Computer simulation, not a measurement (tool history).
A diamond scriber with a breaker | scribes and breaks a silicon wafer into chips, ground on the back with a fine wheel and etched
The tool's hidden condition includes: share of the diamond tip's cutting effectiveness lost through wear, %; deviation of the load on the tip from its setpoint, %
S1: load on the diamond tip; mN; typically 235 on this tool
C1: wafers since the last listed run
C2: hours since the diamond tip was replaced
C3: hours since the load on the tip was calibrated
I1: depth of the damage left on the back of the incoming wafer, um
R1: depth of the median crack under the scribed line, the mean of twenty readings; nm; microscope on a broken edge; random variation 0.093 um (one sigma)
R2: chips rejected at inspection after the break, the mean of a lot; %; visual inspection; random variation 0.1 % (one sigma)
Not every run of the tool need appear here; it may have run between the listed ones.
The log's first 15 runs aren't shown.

{"run": 16, "hour": 571.1, "S1": 235, "C1": 80, "C2": 285.5, "C3": 574.6, "I1": 0.33, "R1": 7890, "R2": 2.56}
{"run": 17, "hour": 610.2, "S1": 235, "C1": 98, "C2": 324.6, "C3": 613.7, "I1": 0.34, "R1": 7910, "R2": 2.66}
{"run": 18, "hour": 677.9, "S1": 235, "C1": 170, "C2": 392.3, "C3": 681.4, "I1": 0.5, "R1": 7650, "R2": 3.47}
{"run": 19, "hour": 704.4, "S1": 235, "C1": 66, "C2": 418.8, "C3": 707.9, "I1": 0.61, "R1": 7580, "R2": 3.17}
{"hour": 754.2, "done": "diamond tip replaced by a new one"}
{"run": 20, "hour": 758.0, "S1": 184, "C1": 130, "C2": 3.8, "C3": 761.5, "I1": 0.51, "R1": 7220, "R2": 4.26}
{"run": 21, "hour": 873.7, "S1": 235, "C1": 292, "C2": 119.5, "C3": 877.2, "I1": 0.74, "R1": 8190, "R2": 1.91}
{"run": 22, "hour": 944.2, "S1": 268, "C1": 177, "C2": 190, "C3": 947.7, "I1": 0.53, "R1": 8940, "R2": 1.65}
{"run": 23, "hour": 1014.2, "S1": 166, "C1": 176, "C2": 260, "C3": 1017.7, "I1": 0.57, "R1": 6310, "R2": 9.85}
{"run": 24, "hour": 1054.4, "S1": 278, "C1": 101, "C2": 300.2, "C3": 1057.9, "I1": 0.46, "R1": 8730, "R2": 1.69}
{"run": 25, "hour": 1097.7, "S1": 212, "C1": 109, "C2": 343.5, "C3": 1101.2, "I1": 0.32, "R1": 7350, "R2": 3.98}
{"run": 26, "hour": 1155.8, "S1": 213, "C1": 146, "C2": 401.6, "C3": 1159.3, "I1": 0.43, "R1": 7100, "R2": 4.53}
{"run": 27, "hour": 1194.6, "S1": 279, "C1": 97, "C2": 440.4, "C3": 1198.1, "I1": 0.69, "R1": 8420, "R2": 1.86}
{"hour": 1242.5, "done": "load on the tip recalibrated"}
{"run": 28, "hour": 1251.4, "S1": 208, "C1": 138, "C2": 497.2, "C3": 8.9, "I1": 0.69, "R1": 6810, "R2": 6.22}
{"run": 29, "hour": 1281.2, "S1": 235, "C1": 75, "C2": 527, "C3": 38.7, "I1": 0.66, "R1": 7340, "R2": 4.2}
{"run": 30, "hour": 1318.7, "S1": 235, "C1": 94, "C2": 564.5, "C3": 76.2, "I1": 0.57, "R1": 7420, "R2": 4.39}
{"hour": 1361.3, "done": "diamond tip replaced by a new one"}
{"run": 31, "hour": 1385.3, "S1": 304, "C1": 163, "C2": 24, "C3": 142.8, "I1": 0.51, "R1": 9950, "R2": 3.31}
{"run": 32, "hour": 1424.7, "S1": 235, "C1": 99, "C2": 63.4, "C3": 182.2, "I1": 0.46, "R1": 8530, "R2": 1.75}
{"run": 33, "hour": 1479.2, "S1": 235, "C1": 137, "C2": 117.9, "C3": 236.7, "I1": 0.57, "R1": 8220, "R2": 1.91}
{"run": 34, "hour": 1505.2, "S1": 235, "C1": 65, "C2": 143.9, "C3": 262.7, "I1": 0.78, "R1": 8180, "R2": 2.05}
{"run": 35, "hour": 1534.2, "S1": 298, "C1": 73, "C2": 172.9, "C3": 291.7, "I1": 0.31, "R1": 9660, "R2": 2.54}
{"run": 36, "hour": 1565.5, "S1": 235, "C1": 78, "C2": 204.2, "C3": 323, "I1": 0.67, "R1": 8170, "R2": 2.04}
{"run": 37, "hour": 1692.9, "S1": 206, "C1": 321, "C2": 331.6, "C3": 450.4, "I1": 0.62, "R1": 7280, "R2": 5.11}
{"run": 38, "hour": 1737.9, "S1": 216, "C1": 113, "C2": 376.6, "C3": 495.4, "I1": 0.76, "R1": 7250, "R2": 4.12}

Below are 5 alternative next runs, each starting from the tool's condition after run 38. Predict each:
{"run": "A", "hour": 1738.6, "S1": 235, "C1": 1, "C2": 377.3, "C3": 496.1, "I1": 0.75, "R1": "?", "R2": "?"}
{"run": "B", "hour": 1738.6, "S1": 277, "C1": 1, "C2": 377.3, "C3": 496.1, "I1": 0.75, "R1": "?", "R2": "?"}
{"run": "C", "hour": 1738.6, "S1": 300, "C1": 1, "C2": 377.3, "C3": 496.1, "I1": 0.75, "R1": "?", "R2": "?"}
{"run": "D", "hour": 1738.6, "S1": 275, "C1": 1, "C2": 377.3, "C3": 496.1, "I1": 0.75, "R1": "?", "R2": "?"}
{"run": "E", "hour": 1738.6, "S1": 202, "C1": 1, "C2": 377.3, "C3": 496.1, "I1": 0.75, "R1": "?", "R2": "?"}

run=A R1=7750 R2=2.89
run=B R1=8610 R2=1.63
run=C R1=9070 R2=1.83
run=D R1=8570 R2=1.64
run=E R1=7040 R2=5.93
The same runs, with their run-to-run variation unchanged, on a tool lacking any hidden condition would have given:
run=A R1=8670 R2=1.63
run=B R1=9630 R2=2.74
run=C R1=10140 R2=4.07
run=D R1=9590 R2=2.64
run=E R1=7870 R2=2.57
